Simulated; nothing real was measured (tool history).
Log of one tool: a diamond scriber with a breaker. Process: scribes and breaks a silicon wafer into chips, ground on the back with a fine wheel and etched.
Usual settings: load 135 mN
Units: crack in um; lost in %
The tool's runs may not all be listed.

run    hour  load  incoming depth of the damage left on the back of the incoming wafer, um  crack   lost
  1     0.0   152                                                                     0.33   7.86   0.53
  2    26.9   152                                                                     0.75   7.87   0.58
       72.3  -- diamond tip replaced by a new one
  3    79.9   135                                                                     0.48   7.18   1.43
  4   112.0   135                                                                     0.67   7.28   1.52
  5   149.4   135                                                                     0.41   7.22   1.57
      176.9  -- load on the tip recalibrated
  6   181.3   135                                                                     0.53   7.64   0.57
  7   240.3   135                                                                     0.42   7.69   0.54
  8   293.3   114                                                                     0.31   6.83   3.09
  9   322.1   114                                                                     0.58   6.84   3.15
 10   356.0   114                                                                     0.77   6.90   3.38
 11   391.9   135                                                                     0.71   7.55   0.69
 12   463.2   164                                                                     0.31   8.60   1.80
 13   508.3   164                                                                     0.52   8.34   1.56
 14   555.0   164                                                                     0.48   8.44   1.53
 15   609.5   135                                                                     0.50   7.35   0.92
 16   646.5   135                                                                     0.68   7.41   0.95
      670.8  -- diamond tip replaced by a new one
 17   700.6   135                                                                     0.32   7.32   0.96
 18   760.3   135                                                                     0.69   7.26   1.14
 19   910.6   135                                                                     0.31   7.21   1.39
 20   951.9   109                                                                     0.75   6.41   7.39
 21  1000.8    97                                                                     0.60   5.92  12.73
 22  1052.2   115                                                                     0.40   6.45   6.09
 23  1118.7   108                                                                     0.68   6.17   8.68
 24  1189.9   167                                                                     0.50   7.92   0.74
 25  1229.3   113                                                                     0.47   6.36   7.68
     1254.0  -- diamond tip replaced by a new one
 26  1257.2   106                                                                     0.49   6.09  10.03
 27  1299.5   153                                                                     0.36   7.66   0.61
 28  1371.3   165                                                                     0.67   7.81   0.58
 29  1397.8   158                                                                     0.55   7.63   0.62
 30  1427.8   122                                                                     0.61   6.46   5.32
     1453.9  -- load on the tip recalibrated
 31  1499.6   124                                                                     0.34   7.32   1.01
 32  1566.6   101                                                                     0.56   6.52   6.06
 33  1627.2   135                                                                     0.73   7.83   0.60
 34  1670.7   135                                                                     0.32   7.84   0.49
 35  1708.2   135                                                                     0.65   7.63   0.63
 36  1751.7   163                                                                     0.45   8.50   2.00
 37  1805.2   170                                                                     0.69   8.89   2.91
 38  1829.8   135                                                                     0.53   7.57   0.67

The same runs without the tool's hidden state, with the same run-to-run variation:
The hidden state here: share of the diamond tip's cutting effectiveness lost through wear, %; deviation of the load on the tip from its setpoint, %.
run  crack  lost
  1   8.38  1.42
  2   8.41  1.48
  3   7.70  0.54
  4   7.84  0.56
  5   7.79  0.53
  6   7.75  0.53
  7   7.83  0.48
  8   6.98  2.26
  9   7.01  2.24
 10   7.09  2.34
 11   7.78  0.54
 12   8.91  3.07
 13   8.67  2.82
 14   8.80  2.94
 15   7.70  0.54
 16   7.79  0.54
 17   7.72  0.49
 18   7.70  0.55
 19   7.73  0.52
 20   6.91  3.37
 21   6.41  6.99
 22   7.01  2.18
 23   6.74  3.60
 24   8.71  3.33
 25   7.01  2.55
 26   6.73  3.97
 27   8.49  1.45
 28   8.72  3.12
 29   8.53  2.31
 30   7.25  1.10
 31   7.34  0.96
 32   6.57  5.61
 33   7.93  0.57
 34   7.96  0.46
 35   7.77  0.56
 36   8.69  2.75
 37   9.12  4.04
 38   7.78  0.53
